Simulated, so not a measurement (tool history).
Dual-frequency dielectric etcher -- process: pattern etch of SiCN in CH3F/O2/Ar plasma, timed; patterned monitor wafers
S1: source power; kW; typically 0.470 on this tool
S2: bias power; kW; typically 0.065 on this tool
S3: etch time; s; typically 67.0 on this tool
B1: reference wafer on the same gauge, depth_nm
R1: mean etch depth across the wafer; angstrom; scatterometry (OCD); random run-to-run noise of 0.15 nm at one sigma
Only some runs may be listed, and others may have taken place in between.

run 1 hour=0.0 | S1=0.420 S2=0.065 S3=76.5 | B1=22.50 | R1=253.1
run 2 hour=51.2 | S1=0.420 S2=0.065 S3=76.5 | B1=22.47 | R1=247.9
run 3 hour=84.4 | S1=0.380 S2=0.065 S3=67.0 | B1=22.41 | R1=209.0
run 4 hour=156.2 | S1=0.380 S2=0.065 S3=67.0 | B1=22.54 | R1=207.2
run 5 hour=201.0 | S1=0.470 S2=0.065 S3=67.0 | B1=22.49 | R1=225.2
run 6 hour=230.3 | S1=0.470 S2=0.065 S3=67.0 | B1=22.51 | R1=223.3
run 7 hour=296.3 | S1=0.470 S2=0.065 S3=67.0 | B1=22.54 | R1=220.7
run 8 hour=492.4 | S1=0.420 S2=0.065 S3=76.5 | B1=22.48 | R1=249.3
run 9 hour=677.3 | S1=0.580 S2=0.055 S3=47.5 | B1=22.42 | R1=158.4
run 10 hour=744.0 | S1=0.530 S2=0.065 S3=50.5 | B1=22.48 | R1=173.2
run 11 hour=786.8 | S1=0.470 S2=0.065 S3=79.0 | B1=22.55 | R1=258.9
run 12 hour=834.2 | S1=0.470 S2=0.065 S3=67.0 | B1=22.50 | R1=217.2
run 13 hour=880.3 | S1=0.570 S2=0.072 S3=76.5 | B1=22.54 | R1=279.5
run 14 hour=935.4 | S1=0.540 S2=0.053 S3=53.0 | B1=22.46 | R1=167.5

Missing from the log above: 5 entries noted between runs. For each, name the pair of listed runs it sits between and say how the tool's hidden condition differs from the listed run just before to the listed run just after:
After run 6, before run 7: source power generator calibrated (hour 287.3)
  etch rate over this chamber's usual, %: -2.15 -> -2.71
  measured result minus the result with no hidden state, R1: -4.9 -> -6.1 angstrom
After run 7, before run 8: bias power generator calibrated (hour 367.8); wet clean of the chamber (hour 471.5)
  etch rate over this chamber's usual, %: -2.71 -> -0.359
  measured result minus the result with no hidden state, R1: -6.1 -> -0.9 angstrom
After run 8, before run 9: gauge calibrated (hour 552.8)
  etch rate over this chamber's usual, %: -0.359 -> -1.95
  measured result minus the result with no hidden state, R1: -0.9 -> -3.1 angstrom
After run 9, before run 10: upper electrode replaced (hour 711.6)
  etch rate over this chamber's usual, %: -1.95 -> -2.52
  measured result minus the result with no hidden state, R1: -3.1 -> -4.5 angstrom
